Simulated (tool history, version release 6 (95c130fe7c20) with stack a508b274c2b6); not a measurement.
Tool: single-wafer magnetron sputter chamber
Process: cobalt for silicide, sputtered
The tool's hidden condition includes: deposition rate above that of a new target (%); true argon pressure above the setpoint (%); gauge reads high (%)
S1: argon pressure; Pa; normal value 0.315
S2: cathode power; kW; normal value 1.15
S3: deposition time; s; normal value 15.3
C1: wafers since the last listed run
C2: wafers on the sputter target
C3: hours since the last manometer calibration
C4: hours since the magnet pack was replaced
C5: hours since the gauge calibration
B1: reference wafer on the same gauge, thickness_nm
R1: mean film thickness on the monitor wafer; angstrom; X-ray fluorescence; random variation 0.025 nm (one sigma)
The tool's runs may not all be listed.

run   hour     S1    S2    S3    C1    C2      C3      C4     C5     B1      R1
  1      0  0.315  1.15  15.3     0  3055   544.1  7632.5  669.1   9.52   84.26
  2   19.2  0.315  1.15  13.6   449  3504   563.3  7651.7  688.3  9.537   75.26
      58.7  -- sputter target and shields replaced
  3   59.2  0.315  1.15  15.3   749    12   603.3  7691.7  728.3  9.528   84.45
  4   68.8  0.315  1.15  15.3   224   237   612.9  7701.3  737.9  9.534   85.01
  5   89.6  0.315  1.15  15.3   487   724   633.7  7722.1  758.7  9.531   84.85
  6    125  0.381  1.15  15.3   828  1552   669.1  7757.5  794.1  9.534   83.32
  7    141  0.381  1.15  15.3   374  1927   685.1  7773.5  810.1  9.538   82.97
  8  162.6  0.381  1.15  15.3   505  2433   706.7  7795.1  831.7  9.539   83.13
  9  183.5  0.315   1.3  15.3   489  2922   727.6    7816  852.6  9.527   95.53
 10  211.9  0.315   1.3  15.3   664  3587     756  7844.4    881  9.528   95.51
     247.5  -- gauge calibrated
     273.1  -- sputter target and shields replaced
 11  277.1  0.315   1.3  15.3  1339    94   821.2  7909.6   29.6  9.529    95.3
 12    329  0.315  1.15  15.3  1215  1309   873.1  7961.5   81.5   9.53   84.77
 13  342.9  0.315  1.15  15.3   325  1634     887  7975.4   95.4  9.528   84.69
 14  427.9  0.315  1.15  15.3  1990  3625     972  8060.4  180.4  9.528   84.23
 15  462.2  0.315  1.35  15.3   803  4428  1006.3  8094.7  214.7  9.538   98.69
 16  492.7    0.4     1  15.3   714  5142  1036.8  8125.2  245.2  9.534   71.59
     502.4  -- sputter target and shields replaced
 17  508.5  0.315  1.15  15.3   182   143  1052.6    8141    261  9.535   83.98
 18  531.3  0.429  1.05  13.6   533   677  1075.4  8163.8  283.8   9.53   66.25
 19  560.9  0.315  1.15  15.3   693  1370    1105  8193.4  313.4  9.527   84.23
 20  587.6  0.315  1.15  15.3   625  1995  1131.7  8220.1  340.1  9.535   83.99
     609.3  -- capacitance manometer re-zeroed and calibrated
 21  609.8  0.315  1.15  15.3   332  2327     0.5  8242.3  362.3  9.529   85.06
 22  627.1  0.221  1.15  17.2   405  2732    17.8  8259.6  379.6  9.535   97.84
     654.4  -- magnet pack replaced
 23  654.9  0.266  0.85  15.3   463  3196    45.6     0.5  407.4  9.527   63.46
 24  676.5  0.279  1.35  15.3   505  3702    67.2    22.1    429  9.527  100.91
 25    709  0.315  1.15  13.8   760  4463    99.7    54.6  461.5  9.527   76.25
     744.9  -- sputter target and shields replaced
 26  745.4  0.364   1.4  14.2   664    10   136.1      91  497.9  9.534   94.49
 27  767.6  0.315   1.4  15.3   519   530   158.3   113.2  520.1  9.529  103.24
 28  789.2  0.212  1.15    18   505  1036   179.9   134.8  541.7  9.517  102.15
 29  811.4  0.315  1.15  15.3   519  1556   202.1     157  563.9  9.532   84.67
 30  829.8  0.315  1.15  15.3   430  1986   220.5   175.4  582.3  9.524   84.53
 31  842.9  0.228     1  12.3   306  2293   233.6   188.5  595.4   9.53   60.57
 32  868.9  0.315  1.15  15.3   608  2902   259.6   214.5  621.4  9.528   84.76
 33  895.7   0.39     1  18.3   627  3529   286.4   241.3  648.2   9.53   86.41
 34  912.8  0.315  1.15  15.3   400  3930   303.5   258.4  665.3  9.533   84.61

Hidden state at the last listed run before each entry between runs and at the first one after, where it differs:
Logged between run 2 and run 3: sputter target and shields replaced (hour 58.7)
  true argon pressure above the setpoint (%): 6.42 -> 6.97
  difference, measured minus the result without the unlogged condition, R1: -0.37 -> -0.46 angstrom
Logged between run 10 and run 11: gauge calibrated (hour 247.5); sputter target and shields replaced (hour 273.1)
  true argon pressure above the setpoint (%): 9.06 -> 9.96
  difference, measured minus the result without the unlogged condition, R1: -0.67 -> -0.74 angstrom
Logged between run 16 and run 17: sputter target and shields replaced (hour 502.4)
  true argon pressure above the setpoint (%): 12.9 -> 13.1
  difference, measured minus the result without the unlogged condition, R1: -0.87 -> -0.86 angstrom
Logged between run 20 and run 21: capacitance manometer re-zeroed and calibrated (hour 609.3)
  true argon pressure above the setpoint (%): 14.2 -> 2.93
  difference, measured minus the result without the unlogged condition, R1: -0.93 -> -0.2 angstrom
Logged between run 22 and run 23: magnet pack replaced (hour 654.4)
  true argon pressure above the setpoint (%): 3.17 -> 3.55
  difference, measured minus the result without the unlogged condition, R1: -0.19 -> -0.16 angstrom
Logged between run 25 and run 26: sputter target and shields replaced (hour 744.9)
  true argon pressure above the setpoint (%): 4.29 -> 4.79
  difference, measured minus the result without the unlogged condition, R1: -0.26 -> -0.39 angstrom

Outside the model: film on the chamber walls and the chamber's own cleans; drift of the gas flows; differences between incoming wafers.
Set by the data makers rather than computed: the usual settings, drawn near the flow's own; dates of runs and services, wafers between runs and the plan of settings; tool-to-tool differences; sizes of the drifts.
